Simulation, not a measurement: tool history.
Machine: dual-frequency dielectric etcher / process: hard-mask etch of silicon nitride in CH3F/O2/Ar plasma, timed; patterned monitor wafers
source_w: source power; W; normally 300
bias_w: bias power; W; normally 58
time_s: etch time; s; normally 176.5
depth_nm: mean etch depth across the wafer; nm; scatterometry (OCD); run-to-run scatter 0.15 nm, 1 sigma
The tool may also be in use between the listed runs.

| run | hour | source_w | bias_w | time_s | wafers since the last listed run | hours since the last wet clean | hours since the last source power generator calibration | hours since the last bias power generator calibration | hours since the last upper electrode change | hours since the gauge calibration | read-back reference wafer on the same gauge, depth_nm | depth_nm |
|---|---|---|---|---|---|---|---|---|---|---|---|---|
| 1 | 0.0 | 300 | 58 | 176.5 | 0 | 590.5 | 4756.3 | 1839.5 | 4876.3 | 264.8 | 108.8 | 96.8 |
|  | 56.6 | wet clean of the chamber |
| 2 | 57.1 | 350 | 58 | 176.5 | 345 | 0.5 | 4813.4 | 1896.6 | 4933.4 | 321.9 | 108.8 | 102.3 |
| 3 | 106.3 | 350 | 58 | 176.5 | 513 | 49.7 | 4862.6 | 1945.8 | 4982.6 | 371.1 | 108.8 | 102.2 |
| 4 | 163.3 | 350 | 58 | 176.5 | 595 | 106.7 | 4919.6 | 2002.8 | 5039.6 | 428.1 | 108.9 | 102.0 |
| 5 | 284.3 | 240 | 58 | 176.5 | 1263 | 227.7 | 5040.6 | 2123.8 | 5160.6 | 549.1 | 108.8 | 93.0 |
|  | 391.2 | upper electrode replaced |
| 6 | 415.9 | 240 | 58 | 176.5 | 1123 | 359.3 | 5172.2 | 2255.4 | 24.7 | 680.7 | 108.8 | 92.5 |
| 7 | 477.5 | 240 | 58 | 176.5 | 643 | 420.9 | 5233.8 | 2317.0 | 86.3 | 742.3 | 108.8 | 92.3 |
| 8 | 512.7 | 300 | 64 | 176.5 | 367 | 456.1 | 5269.0 | 2352.2 | 121.5 | 777.5 | 108.8 | 101.3 |
| 9 | 579.0 | 340 | 58 | 176.5 | 692 | 522.4 | 5335.3 | 2418.5 | 187.8 | 843.8 | 108.8 | 100.6 |
|  | 587.9 | source power generator calibrated |
| 10 | 650.6 | 360 | 70 | 125.5 | 705 | 594.0 | 62.7 | 2490.1 | 259.4 | 915.4 | 108.8 | 77.9 |
| 11 | 678.9 | 230 | 70 | 200.5 | 295 | 622.3 | 91.0 | 2518.4 | 287.7 | 943.7 | 108.8 | 111.6 |
|  | 705.4 | wet clean of the chamber |
| 12 | 731.4 | 360 | 58 | 142.0 | 297 | 26.0 | 143.5 | 2570.9 | 340.2 | 996.2 | 108.8 | 83.7 |
|  | 752.7 | bias power generator calibrated |
| 13 | 758.6 | 370 | 58 | 142.5 | 242 | 53.2 | 170.7 | 5.9 | 367.4 | 1023.4 | 108.8 | 83.0 |
|  | 777.6 | gauge calibrated |
| 14 | 816.2 | 300 | 58 | 176.5 | 601 | 110.8 | 228.3 | 63.5 | 425.0 | 38.6 | 108.8 | 97.6 |
| 15 | 853.9 | 360 | 58 | 176.5 | 393 | 148.5 | 266.0 | 101.2 | 462.7 | 76.3 | 108.8 | 102.2 |
| 16 | 1050.5 | 300 | 68 | 208.0 | 2052 | 345.1 | 462.6 | 297.8 | 659.3 | 272.9 | 108.8 | 121.4 |
| 17 | 1096.1 | 300 | 58 | 176.5 | 476 | 390.7 | 508.2 | 343.4 | 704.9 | 318.5 | 108.8 | 96.7 |
| 18 | 1137.9 | 350 | 68 | 144.5 | 436 | 432.5 | 550.0 | 385.2 | 746.7 | 360.3 | 108.8 | 87.5 |

Some steps in depth_nm between neighbouring runs. How much of each would the tool show without its hidden state too (settings, what came in, random variation), and how much is left for the hidden state, with any gauge scatter that isn't in both results?
Hidden state present: etch rate over this chamber's usual, %; source power that arrives over what is set, %; bias power that arrives over what is set, %; gauge reads high (%).
Run 1 -> 2: source_w 300 -> 350, wet clean of the chamber. depth_nm +5.5 nm: hidden state +1.6, all else +3.9.
Run 10 -> 11: source_w 360 -> 230, time_s 125.5 -> 200.5. depth_nm +33.7 nm: hidden state -0.2, all else +33.9.

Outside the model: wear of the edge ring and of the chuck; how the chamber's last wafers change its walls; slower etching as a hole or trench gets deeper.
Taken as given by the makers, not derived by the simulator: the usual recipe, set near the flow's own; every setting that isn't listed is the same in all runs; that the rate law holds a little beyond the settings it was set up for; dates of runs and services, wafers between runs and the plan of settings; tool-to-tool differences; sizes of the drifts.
